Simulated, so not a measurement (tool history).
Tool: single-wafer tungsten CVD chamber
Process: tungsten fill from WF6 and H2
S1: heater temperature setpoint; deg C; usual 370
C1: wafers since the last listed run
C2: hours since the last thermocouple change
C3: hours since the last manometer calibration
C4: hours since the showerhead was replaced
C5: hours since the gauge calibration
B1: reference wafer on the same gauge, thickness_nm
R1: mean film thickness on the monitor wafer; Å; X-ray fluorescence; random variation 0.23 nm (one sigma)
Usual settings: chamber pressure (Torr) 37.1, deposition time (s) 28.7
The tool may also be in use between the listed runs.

{"run": 1, "hour": 0.0, "S1": 370, "chamber pressure (Torr)": 37.1, "deposition time (s)": 28.7, "C1": 0, "C2": 2052.6, "C3": 2457.8, "C4": 2456.2, "C5": 322.4, "B1": 58.999, "R1": 473.59}
{"run": 2, "hour": 20.9, "S1": 370, "chamber pressure (Torr)": 37.1, "deposition time (s)": 28.7, "C1": 559, "C2": 2073.5, "C3": 2478.7, "C4": 2477.1, "C5": 343.3, "B1": 59.028, "R1": 472.22}
{"run": 3, "hour": 41.1, "S1": 370, "chamber pressure (Torr)": 37.1, "deposition time (s)": 28.7, "C1": 540, "C2": 2093.7, "C3": 2498.9, "C4": 2497.3, "C5": 363.5, "B1": 58.949, "R1": 474.52}
{"run": 4, "hour": 69.6, "S1": 370, "chamber pressure (Torr)": 37.1, "deposition time (s)": 28.7, "C1": 762, "C2": 2122.2, "C3": 2527.4, "C4": 2525.8, "C5": 392, "B1": 58.97, "R1": 471.29}
{"run": 5, "hour": 94.1, "S1": 370, "chamber pressure (Torr)": 37.1, "deposition time (s)": 28.7, "C1": 655, "C2": 2146.7, "C3": 2551.9, "C4": 2550.3, "C5": 416.5, "B1": 58.97, "R1": 472.07}
{"run": 6, "hour": 111.6, "S1": 370, "chamber pressure (Torr)": 37.1, "deposition time (s)": 28.7, "C1": 468, "C2": 2164.2, "C3": 2569.4, "C4": 2567.8, "C5": 434, "B1": 58.976, "R1": 472.24}
{"run": 7, "hour": 158.8, "S1": 370, "chamber pressure (Torr)": 37.1, "deposition time (s)": 28.7, "C1": 1263, "C2": 2211.4, "C3": 2616.6, "C4": 2615, "C5": 481.2, "B1": 58.99, "R1": 466.71}
{"hour": 189.4, "done": "capacitance manometer re-zeroed and calibrated"}
{"run": 8, "hour": 193.6, "S1": 377, "chamber pressure (Torr)": 37.1, "deposition time (s)": 28.7, "C1": 717, "C2": 2246.2, "C3": 4.2, "C4": 2649.8, "C5": 516, "B1": 58.986, "R1": 534.99}
{"hour": 205.7, "done": "showerhead replaced"}
{"hour": 213.6, "done": "thermocouple changed; heater temperature recalibrated"}
{"hour": 220.4, "done": "gauge calibrated"}
{"run": 9, "hour": 222.7, "S1": 363, "chamber pressure (Torr)": 37.1, "deposition time (s)": 25.4, "C1": 354, "C2": 9.1, "C3": 33.3, "C4": 17, "C5": 2.3, "B1": 58.997, "R1": 402.46}
{"run": 10, "hour": 279.9, "S1": 370, "chamber pressure (Torr)": 37.1, "deposition time (s)": 28.7, "C1": 1530, "C2": 66.3, "C3": 90.5, "C4": 74.2, "C5": 59.5, "B1": 58.985, "R1": 523.07}
{"run": 11, "hour": 314.8, "S1": 380, "chamber pressure (Torr)": 31.5, "deposition time (s)": 27, "C1": 934, "C2": 101.2, "C3": 125.4, "C4": 109.1, "C5": 94.4, "B1": 58.995, "R1": 533.99}
{"run": 12, "hour": 403.5, "S1": 370, "chamber pressure (Torr)": 37.1, "deposition time (s)": 28.7, "C1": 2373, "C2": 189.9, "C3": 214.1, "C4": 197.8, "C5": 183.1, "B1": 58.995, "R1": 504.95}
{"run": 13, "hour": 436.3, "S1": 362, "chamber pressure (Torr)": 37.1, "deposition time (s)": 25.1, "C1": 877, "C2": 222.7, "C3": 246.9, "C4": 230.6, "C5": 215.9, "B1": 59.002, "R1": 380.28}

Forecast run 14:
{"run": 14, "hour": 469.6, "S1": 362, "chamber pressure (Torr)": 42.3, "deposition time (s)": 25.6, "C1": 891, "C2": 256, "C3": 280.2, "C4": 263.9, "C5": 249.2, "B1": "?", "R1": "?"}

B1: 59.065
R1: 413.39 Å
Without the tool's hidden state the same run would have given R1 428.36 Å.
